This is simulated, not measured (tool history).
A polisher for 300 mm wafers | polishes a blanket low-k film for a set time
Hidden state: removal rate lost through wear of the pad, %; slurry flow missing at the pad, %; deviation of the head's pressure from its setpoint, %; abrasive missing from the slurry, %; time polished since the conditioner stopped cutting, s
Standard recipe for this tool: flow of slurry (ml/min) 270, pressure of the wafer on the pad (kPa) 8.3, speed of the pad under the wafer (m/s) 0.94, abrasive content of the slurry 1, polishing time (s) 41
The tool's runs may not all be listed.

run	hour	flow of slurry (ml/min)	pressure of the wafer on the pad (kPa)	speed of the pad under the wafer (m/s)	abrasive content of the slurry	polishing time (s)	wafers since the last listed run	wafers polished on this pad	hours since the slurry nozzle was cleaned	hours since the head pressure was calibrated	hours since the slurry blender was calibrated	hours since the conditioning disc was replaced	incoming thickness of the incoming film, nm	film removed (nm)
1	0	270	8.3	0.94	1	41	0	2853	696.6	174.7	14.3	238.7	606.5	8.8
2	67.2	270	8.3	0.94	1	41	861	3715	763.8	241.9	81.5	305.9	607.5	8.8
3	136.5	270	8.3	0.94	1	41	888	4604	833.1	311.2	150.8	375.2	606.1	8.6
# hour 166.2: conditioning disc replaced and pad reconditioned
# hour 181.6: worn pad replaced by a new one
4	182.1	270	8.3	0.94	0.9	35	507	6	878.7	356.8	196.4	15.9	612.6	7.5
# hour 213: slurry nozzle cleaned
5	230.1	270	8.3	0.94	1	41	602	609	17.1	404.8	244.4	63.9	616.6	9.2
6	260.1	300	8.3	0.94	1	41	384	994	47.1	434.8	274.4	93.9	611.6	9
7	290.1	270	8.3	0.86	0.75	28	384	1378	77.1	464.8	304.4	123.9	603.4	4.8
8	327.5	270	8.3	0.94	1	41	479	1858	114.5	502.2	341.8	161.3	605.5	8.8
9	384.5	270	6.9	0.82	1	41	731	2589	171.5	559.2	398.8	218.3	610.2	7
# hour 416.5: slurry blender recalibrated
10	439.7	210	8.3	1.12	0.9	41	682	3272	226.7	614.4	23.2	273.5	602.8	8.9
# hour 472.4: head pressure recalibrated
11	491.2	270	8.3	0.94	1	41	634	3907	278.2	18.8	74.7	325	610.2	8.8
# hour 536.7: worn pad replaced by a new one
12	539	270	7.6	0.94	0.9	45	561	29	326	66.6	122.5	372.8	603.2	9.1
13	593.9	270	8.3	1.2	1.1	48	704	733	380.9	121.5	177.4	427.7	614	13.5
# hour 610.5: conditioning disc replaced and pad reconditioned
14	641.1	270	8.3	0.94	1	41	579	1313	428.1	168.7	224.6	30.6	613.4	8.9
15	701.4	270	6.2	0.76	1	53	773	2086	488.4	229	284.9	90.9	598.7	8.1
16	747.1	270	8.3	0.94	1	41	586	2672	534.1	274.7	330.6	136.6	617	8.7
17	782.6	270	8.3	0.94	1	41	455	3128	569.6	310.2	366.1	172.1	611.2	8.6
18	815	355	10.3	0.94	1.25	46	415	3543	602	342.6	398.5	204.5	616.5	12.5
# hour 845.1: slurry blender recalibrated
19	853.5	270	10.3	0.94	1	41	468	4011	640.5	381.1	8.4	243	607.1	9.6
20	890	320	9.7	0.78	1	41	468	4480	677	417.6	44.9	279.5	612.6	8.1
# hour 918.5: worn pad replaced by a new one
21	919	270	8.3	1.24	1	30	320	6	706	446.6	73.9	308.5	607.2	8.2
# hour 954.4: conditioning disc replaced and pad reconditioned
22	976.6	270	8.3	0.94	1	41	713	719	763.6	504.2	131.5	22.2	596.1	8.8
# hour 1041.4: slurry nozzle cleaned
23	1043.5	270	10.3	1.18	0.75	53	845	1564	2.1	571.1	198.4	89.1	615.8	12.7
24	1076.3	270	10.3	0.94	1	41	420	1985	34.9	603.9	231.2	121.9	619	9.9

5 ways to go on from here, each from the tool as it stands after run 24. What would each give?
A	1076.7	270	8.3	0.94	1	41	5	1990	35.3	604.3	231.6	122.3	608.5	?
B	1076.7	305	9.7	0.94	1	41	5	1990	35.3	604.3	231.6	122.3	608.5	?
C	1076.7	235	8.3	0.94	1	41	5	1990	35.3	604.3	231.6	122.3	608.5	?
D	1076.7	270	6.9	1.12	1	37	5	1990	35.3	604.3	231.6	122.3	608.5	?
E	1076.7	270	10.3	0.66	1	27	5	1990	35.3	604.3	231.6	122.3	608.5	?

run	film removed (nm)
A	8.5
B	9.5
C	8.4
D	8
E	4.9
The same runs, with their run-to-run variation unchanged, on a tool lacking any hidden condition would have given:
run	film removed (nm)
A	9.4
B	10.5
C	9.3
D	8.8
E	5.4
